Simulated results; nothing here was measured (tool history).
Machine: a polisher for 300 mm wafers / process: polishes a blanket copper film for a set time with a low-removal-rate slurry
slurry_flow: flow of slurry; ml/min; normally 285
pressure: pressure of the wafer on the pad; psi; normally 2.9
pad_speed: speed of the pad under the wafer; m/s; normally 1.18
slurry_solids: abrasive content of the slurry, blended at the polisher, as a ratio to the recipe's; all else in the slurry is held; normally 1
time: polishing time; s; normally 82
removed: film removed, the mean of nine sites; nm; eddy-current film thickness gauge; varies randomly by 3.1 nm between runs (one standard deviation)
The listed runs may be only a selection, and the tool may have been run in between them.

run,hour,slurry_flow,pressure,pad_speed,slurry_solids,time,wafers since the last listed run,wafers polished on this pad,hours since the slurry nozzle was cleaned,hours since the head pressure was calibrated,hours since the slurry blender was calibrated,"incoming thickness of the incoming film, nm",removed
1,0,285,2.9,1.18,1,64,0,1970,241.2,599.2,286.6,801.9,235
2,92.2,285,2.9,1.18,1,82,806,2776,333.4,691.4,378.8,812.1,302
3,129.6,285,2.9,1.18,1,82,327,3103,370.8,728.8,416.2,803.7,310.9
4,235.4,285,2.9,1.18,1,82,925,4028,476.6,834.6,522,809.6,305.8
5,301.3,285,2.9,1.18,1,82,576,4605,542.5,900.5,587.9,818.6,307.7
# hour 335.5: slurry blender recalibrated
# hour 384.4: worn pad replaced by a new one
6,387.4,285,2.4,1.18,1,82,700,26,628.6,986.6,51.9,819.5,252.1
# hour 390.9: slurry nozzle cleaned
7,474.9,285,2.4,1.18,1,82,756,782,84,1074.1,139.4,816,246.5
# hour 504.9: head pressure recalibrated
8,562.4,285,2.9,1.18,1,89,747,1530,171.5,57.5,226.9,818.8,324.6
9,641.5,285,2.9,1.18,1,89,691,2222,250.6,136.6,306,819.1,329.8
10,737.7,285,2.9,1.18,1,82,841,3063,346.8,232.8,402.2,822.9,305.6
# hour 822.4: slurry blender recalibrated
11,823.7,285,2.9,1.18,1,82,734,3798,432.8,318.8,1.3,806.2,302.2
# hour 882.3: worn pad replaced by a new one
12,910.1,285,2.9,1.18,1,82,720,242,519.2,405.2,87.7,799.9,303.7
13,982.4,285,2.9,1.18,1,82,632,875,591.5,477.5,160,820,303.6
# hour 1059.2: slurry nozzle cleaned
14,1070.8,205,2.5,1.56,1,75,764,1639,11.6,565.9,248.4,820,314.2
15,1115.2,360,3.7,0.92,1,54,388,2027,56,610.3,292.8,809.4,205.2
16,1181.7,285,3.6,0.82,1.25,82,581,2609,122.5,676.8,359.3,815.4,281.1
17,1257.8,190,2.5,1.18,0.7,82,665,3274,198.6,752.9,435.4,814.9,227
18,1346.3,285,2.9,1.18,1,82,773,4048,287.1,841.4,523.9,800.4,297.9
# hour 1373.5: head pressure recalibrated
# hour 1393.6: slurry blender recalibrated
# hour 1416.1: worn pad replaced by a new one
19,1441.2,285,2.9,1.18,1.3,82,759,219,382,67.7,47.6,807.5,322.6
20,1520.5,285,2,1.18,1,82,693,912,461.3,147,126.9,825.5,207.6
21,1567.5,285,2.4,1.38,1.1,107,411,1323,508.3,194,173.9,820.6,394.6
22,1666.7,330,2,1.18,1.25,74,867,2191,607.5,293.2,273.1,814.1,202.1
23,1762.5,245,2.9,1.18,1,106,837,3029,703.3,389,368.9,804.8,387.7
24,1825.6,335,2.2,1.18,0.9,82,551,3581,766.4,452.1,432,811,223.3
# hour 1849.2: slurry nozzle cleaned
# hour 1916.6: slurry blender recalibrated
# hour 1917.9: worn pad replaced by a new one
25,1921.1,285,2.5,1.18,0.7,82,797,27,71.9,547.6,4.5,814.8,231.3
26,2022.1,285,2.9,1.18,1,82,883,910,172.9,648.6,105.5,827.1,304.7
27,2067.2,285,2.5,1.18,1,64,394,1305,218,693.7,150.6,815.2,209.1
28,2136.6,285,2.9,1.18,1,82,606,1912,287.4,763.1,220,812.1,297.8
29,2307.5,285,2.9,1.18,0.9,82,1494,3406,458.3,934,390.9,813.2,290.8
# hour 2329.1: head pressure recalibrated
30,2349.1,350,2.9,1.18,1.1,101,346,3753,499.9,20,432.5,795.2,386.3
31,2385.1,240,2.9,1.18,1,82,314,4068,535.9,56,468.5,806.8,299

Predict each of these 3 candidate next runs independently; none follows another, all start after run 31:
A,2385.6,285,2.9,1.18,1,82,4,4072,536.4,56.5,469,806.7,?
B,2385.6,285,2.9,1.4,1,82,4,4072,536.4,56.5,469,806.7,?
C,2385.6,375,3.8,1.18,0.7,63,4,4072,536.4,56.5,469,806.7,?

run,removed
A,304.7
B,361.4
C,276.9
What these runs would have given with no unlogged condition in the tool:
run,removed
A,304.7
B,361.4
C,276.9
